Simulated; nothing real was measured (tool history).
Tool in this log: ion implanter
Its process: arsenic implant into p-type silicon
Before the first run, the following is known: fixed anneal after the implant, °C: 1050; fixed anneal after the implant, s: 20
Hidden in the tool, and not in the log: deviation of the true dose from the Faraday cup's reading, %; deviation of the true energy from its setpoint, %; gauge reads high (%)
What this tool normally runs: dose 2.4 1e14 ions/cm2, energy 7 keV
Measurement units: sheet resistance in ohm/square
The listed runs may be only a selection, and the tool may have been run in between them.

run	hour	dose	energy	wafers since the last listed run	hours since the last dose calibration	hours since the extraction supply was calibrated	hours since the gauge calibration	read-back reference wafer on the same gauge, sheet resistance	sheet resistance
1	0	2.6	7	0	84.1	2657.3	689.3	475.08	406.82
2	62.8	2.6	7	1293	146.9	2720.1	752.1	474.5	409.87
3	103.7	2.4	9	842	187.8	2761	793	475.17	428.34
4	172.9	2.4	9	1425	257	2830.2	862.2	475.5	425.83
5	223.3	2.58	5.5	1038	307.4	2880.6	912.6	474.68	412.26
6	405.5	2.58	5.5	3752	489.6	3062.8	1094.8	475.77	412.56
7	465	2.58	5.5	1225	549.1	3122.3	1154.3	475.06	413.75
# hour 482.2: Faraday cup replaced and dose calibrated, repeated, since the last time left the tool worse
# hour 538.7: extraction supply calibrated
8	539.2	2.66	7	1198	57	0.5	1228.5	475.14	412.12
9	584.9	2.66	7	941	102.7	46.2	1274.2	474.34	415.59
10	652.7	2.4	7	1396	170.5	114	1342	474.93	450.98
11	717.6	2.4	7	1336	235.4	178.9	1406.9	475.8	452.43
12	751.3	2.4	7	694	269.1	212.6	1440.6	474.17	448.25
13	791.1	2.4	7	819	308.9	252.4	1480.4	475.05	448.14
14	823.4	2.79	8.5	665	341.2	284.7	1512.7	475.05	392.15
15	865.6	1.8	9	869	383.4	326.9	1554.9	474.86	553.64
16	900.4	2.4	7	716	418.2	361.7	1589.7	475.04	448.28
17	1023.3	1.76	6	2531	541.1	484.6	1712.6	474.53	566.94
18	1088.3	1.81	7	1338	606.1	549.6	1777.6	475.28	558.08
# hour 1096.3: Faraday cup replaced and dose calibrated
19	1148.7	2.96	8.5	1079	52.4	610	1838	475.56	377.7
20	1180.5	2.4	7	654	84.2	641.8	1869.8	475.17	454.37
# hour 1224.1: gauge calibrated
21	1379.2	1.75	9	4092	282.9	840.5	155.1	475.12	572.45
22	1417.6	1.95	7	790	321.3	878.9	193.5	475.06	534.14
23	1453.8	2.71	9.5	745	357.5	915.1	229.7	474.74	400.09
24	1559.2	1.91	8	2170	462.9	1020.5	335.1	475.46	536.34
25	1618.7	2.4	7	1225	522.4	1080	394.6	474.26	444.31
# hour 1665.7: Faraday cup replaced and dose calibrated
26	1688.2	2.4	7	1266	22.5	1149.5	464.1	474.97	451.79
27	1756.2	2.4	7	1400	90.5	1217.5	532.1	474.77	455.03
28	1786.5	2.4	7	624	120.8	1247.8	562.4	474.61	450.67
29	1832.7	2	8	951	167	1294	608.6	474.98	519.79
30	1879.6	3.08	5.5	966	213.9	1340.9	655.5	474.53	374.25
31	1943.7	1.92	9	1320	278	1405	719.6	474.84	530.94
32	1979.7	2.4	7	741	314	1441	755.6	475.27	450.58
33	2017.4	2.82	7	776	351.7	1478.7	793.3	474.64	396.55
34	2073.7	2.4	5.5	1159	408	1535	849.6	475.54	452.13
35	2100.7	2.4	7	556	435	1562	876.6	474.8	451.78
# hour 2161: Faraday cup replaced and dose calibrated
36	2161.5	2.15	9.5	1087	0.5	1622.8	937.4	474.77	489.72

Describe how what the log doesn't record of the tool's condition differs between the last listed run preceding each entry between runs and the first listed run following it.
Logged between run 7 and run 8: Faraday cup replaced and dose calibrated, repeated, since the last time left the tool worse (hour 482.2); extraction supply calibrated (hour 538.7)
  deviation of the true dose from the Faraday cup's reading, %: 6.47 -> 0.867
  measured result minus the result with no hidden state, sheet resistance: -21.82 -> -2.9 ohm/square
Logged between run 18 and run 19: Faraday cup replaced and dose calibrated (hour 1096.3)
  deviation of the true dose from the Faraday cup's reading, %: 2.98 -> 0.264
  measured result minus the result with no hidden state, sheet resistance: -13.37 -> -0.8 ohm/square
Logged between run 20 and run 21: gauge calibrated (hour 1224.1)
  deviation of the true dose from the Faraday cup's reading, %: 0.387 -> 1.15
  measured result minus the result with no hidden state, sheet resistance: -1.43 -> -5.22 ohm/square
Logged between run 25 and run 26: Faraday cup replaced and dose calibrated (hour 1665.7)
  deviation of the true dose from the Faraday cup's reading, %: 2.07 -> -0.17
  measured result minus the result with no hidden state, sheet resistance: -7.45 -> +0.63 ohm/square
Logged between run 35 and run 36: Faraday cup replaced and dose calibrated (hour 2161)
  deviation of the true dose from the Faraday cup's reading, %: 1.42 -> -0.284
  measured result minus the result with no hidden state, sheet resistance: -5.19 -> +1.11 ohm/square

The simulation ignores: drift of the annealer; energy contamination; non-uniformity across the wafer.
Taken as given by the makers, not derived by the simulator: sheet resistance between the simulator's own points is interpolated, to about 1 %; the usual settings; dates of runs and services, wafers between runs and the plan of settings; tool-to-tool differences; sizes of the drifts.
